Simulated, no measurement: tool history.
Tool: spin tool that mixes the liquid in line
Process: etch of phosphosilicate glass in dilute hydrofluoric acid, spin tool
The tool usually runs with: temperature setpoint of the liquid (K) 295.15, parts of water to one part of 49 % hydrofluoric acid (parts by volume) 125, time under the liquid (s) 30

run	hour	temperature setpoint of the liquid (K)	parts of water to one part of 49 % hydrofluoric acid (parts by volume)	time under the liquid (s)	wafers since the last listed run	hours since the thermometer was replaced	hours since the hydrofluoric acid flow meter was replaced	hours since the gauge calibration	read-back film thickness of the phosphosilicate glass reference wafer, read on the same gauge (nm)	thickness taken off the phosphosilicate glass on a monitor wafer (nm)
1	0.0	295.15	125	30	0	1298.3	1556.9	281.2	40.00	17.74
2	26.8	295.15	125	30	325	1325.1	1583.7	308.0	40.00	17.67
3	40.3	297.65	125	25	163	1338.6	1597.2	321.5	40.00	16.22
4	67.4	297.65	125	25	328	1365.7	1624.3	348.6	40.00	16.43
5	85.5	295.15	125	30	219	1383.8	1642.4	366.7	40.01	17.77
6	115.2	295.15	125	30	360	1413.5	1672.1	396.4	40.00	17.60
7	147.7	297.65	125	30	394	1446.0	1704.6	428.9	40.01	19.61
# hour 178.3: thermometer replaced
8	214.9	297.65	125	30	803	36.6	1771.8	496.1	39.98	20.09
9	231.3	295.15	150	30	199	53.0	1788.2	512.5	40.00	14.60
10	258.1	295.15	125	30	325	79.8	1815.0	539.3	40.02	18.20
11	272.7	295.15	125	30	177	94.4	1829.6	553.9	40.01	18.33
# hour 312.6: gauge calibrated
12	319.7	295.15	125	45	570	141.4	1876.6	7.1	40.02	27.58
# hour 328.5: hydrofluoric acid flow meter replaced
13	334.1	295.15	70	30	162	155.8	5.6	21.5	40.01	29.98
14	354.6	291.15	150	50	248	176.3	26.1	42.0	39.99	18.20
15	377.0	297.65	140	40	271	198.7	48.5	64.4	40.00	20.18
16	396.2	293.15	65	25	233	217.9	67.7	83.6	40.02	25.61
17	414.7	295.15	125	30	224	236.4	86.2	102.1	40.01	15.76
18	448.1	291.15	150	50	405	269.8	119.6	135.5	39.98	18.40
19	461.8	293.15	100	45	166	283.5	133.3	149.2	40.02	28.08
20	490.9	295.15	125	30	353	312.6	162.4	178.3	39.99	16.05
21	510.8	291.65	105	30	241	332.5	182.3	198.2	39.99	17.00
22	528.3	295.15	125	30	212	350.0	199.8	215.7	40.00	16.03

The logged runs with the hidden state left out (each run's random variation unchanged):
Unlogged tool condition in this case: liquid colder than its thermometer reads (K); hydrofluoric acid flow above the setpoint (%); gauge reads high (%).
run	thickness taken off the phosphosilicate glass on a monitor wafer (nm)
1	15.75
2	15.65
3	14.34
4	14.50
5	15.68
6	15.49
7	17.21
8	17.55
9	12.72
10	15.87
11	15.96
12	23.95
13	29.77
14	18.03
15	19.96
16	25.32
17	15.55
18	18.10
19	27.61
20	15.74
21	16.66
22	15.68
